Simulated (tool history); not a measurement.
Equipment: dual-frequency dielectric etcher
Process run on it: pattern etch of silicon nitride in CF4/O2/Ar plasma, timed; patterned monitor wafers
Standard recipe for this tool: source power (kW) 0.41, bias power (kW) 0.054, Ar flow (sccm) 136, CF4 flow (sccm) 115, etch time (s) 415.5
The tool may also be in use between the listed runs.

run,hour,source power (kW),bias power (kW),Ar flow (sccm),CF4 flow (sccm),etch time (s),wafers since the last listed run,hours since the last wet clean,hours since the last source power generator calibration,hours since the last bias power generator calibration,hours since the last Ar flow controller change,hours since the last CF4 flow controller change,hours since the last upper electrode change,hours since the gauge calibration,"read-back reference wafer on the same gauge, depth_nm",mean etch depth across the wafer (Å)
1,0,0.41,0.054,136,115,479,0,198.3,964.4,2669.2,6117.6,3059.7,2873,393.2,679.7,8016
2,54.6,0.41,0.054,136,115,415.5,217,252.9,1019,2723.8,6172.2,3114.3,2927.6,447.8,679.4,7010
# hour 154.5: wet clean of the chamber
3,155,0.33,0.054,136,126,415.5,305,0.5,1119.4,2824.2,6272.6,3214.7,3028,548.2,679.7,5836
# hour 316: gauge calibrated
4,355.6,0.41,0.054,136,115,415.5,800,201.1,1320,3024.8,6473.2,3415.3,3228.6,39.6,681.3,6925
5,412.8,0.41,0.054,136,115,415.5,228,258.3,1377.2,3082,6530.4,3472.5,3285.8,96.8,679.6,7042
6,482,0.41,0.054,136,115,415.5,276,327.5,1446.4,3151.2,6599.6,3541.7,3355,166,679.8,7041
# hour 563.8: upper electrode replaced
# hour 570.3: wet clean of the chamber
7,585.7,0.41,0.054,136,115,415.5,292,15.4,1550.1,3254.9,6703.3,3645.4,21.9,269.7,679.7,6800
# hour 590.6: bias power generator calibrated
8,633.4,0.41,0.054,136,115,415.5,174,63.1,1597.8,42.8,6751,3693.1,69.6,317.4,679.7,6885
9,672.5,0.41,0.054,136,115,358,156,102.2,1636.9,81.9,6790.1,3732.2,108.7,356.5,680.1,5845
# hour 749.9: Ar flow controller replaced
10,770.9,0.41,0.054,136,95,373.5,368,200.6,1735.3,180.3,21,3830.6,207.1,454.9,679,6119
# hour 808.5: CF4 flow controller replaced
11,861.5,0.41,0.067,136,124,415.5,337,291.2,1825.9,270.9,111.6,53,297.7,545.5,679,7731
# hour 887: source power generator calibrated
12,948,0.38,0.048,136,115,344,329,377.7,61,357.4,198.1,139.5,384.2,632,679.5,5307
# hour 993.2: wet clean of the chamber
13,1022.7,0.41,0.054,136,95,415.5,202,29.5,135.7,432.1,272.8,214.2,458.9,706.7,679.7,6612
14,1108.3,0.41,0.054,136,95,373.5,341,115.1,221.3,517.7,358.4,299.8,544.5,792.3,680.3,5997
# hour 1112.5: gauge calibrated
15,1189.3,0.34,0.044,136,101,368,323,196.1,302.3,598.7,439.4,380.8,625.5,76.8,680.4,4838
16,1250,0.41,0.054,136,115,484.5,242,256.8,363,659.4,500.1,441.5,686.2,137.5,680,8193
17,1331.2,0.41,0.054,164,128,415.5,324,338,444.2,740.6,581.3,522.7,767.4,218.7,679.4,6927
# hour 1406.1: wet clean of the chamber
18,1425.8,0.41,0.059,104,115,415.5,281,19.7,538.8,835.2,675.9,617.3,862,313.3,681.1,7198

Describe how what the log doesn't record of the tool's condition differs between the last listed run preceding each entry between runs and the first listed run following it.
Logged between run 2 and run 3: wet clean of the chamber (hour 154.5)
  etch rate over this chamber's usual, %: 3.62 -> 0.45
  measured result minus the result with no hidden state, mean etch depth across the wafer (Å): +245 -> +26
Logged between run 3 and run 4: gauge calibrated (hour 316)
  etch rate over this chamber's usual, %: 0.45 -> 3.09
  measured result minus the result with no hidden state, mean etch depth across the wafer (Å): +26 -> +207
Logged between run 6 and run 7: upper electrode replaced (hour 563.8); wet clean of the chamber (hour 570.3)
  etch rate over this chamber's usual, %: 4.75 -> 0.508
  measured result minus the result with no hidden state, mean etch depth across the wafer (Å): +320 -> +34
Logged between run 7 and run 8: bias power generator calibrated (hour 590.6)
  etch rate over this chamber's usual, %: 0.508 -> 1.14
  measured result minus the result with no hidden state, mean etch depth across the wafer (Å): +34 -> +77
Logged between run 9 and run 10: Ar flow controller replaced (hour 749.9)
  etch rate over this chamber's usual, %: 1.65 -> 2.94
  measured result minus the result with no hidden state, mean etch depth across the wafer (Å): +95 -> +175
Logged between run 10 and run 11: CF4 flow controller replaced (hour 808.5)
  etch rate over this chamber's usual, %: 2.94 -> 4.13
  measured result minus the result with no hidden state, mean etch depth across the wafer (Å): +175 -> +307
Logged between run 11 and run 12: source power generator calibrated (hour 887)
  etch rate over this chamber's usual, %: 4.13 -> 5.27
  measured result minus the result with no hidden state, mean etch depth across the wafer (Å): +307 -> +266
Logged between run 12 and run 13: wet clean of the chamber (hour 993.2)
  etch rate over this chamber's usual, %: 5.27 -> -0.0439
  measured result minus the result with no hidden state, mean etch depth across the wafer (Å): +266 -> -3
Logged between run 14 and run 15: gauge calibrated (hour 1112.5)
  etch rate over this chamber's usual, %: 1.08 -> 2.15
  measured result minus the result with no hidden state, mean etch depth across the wafer (Å): +65 -> +102
Logged between run 17 and run 18: wet clean of the chamber (hour 1406.1)
  etch rate over this chamber's usual, %: 4.01 -> 0.836
  measured result minus the result with no hidden state, mean etch depth across the wafer (Å): +267 -> +59
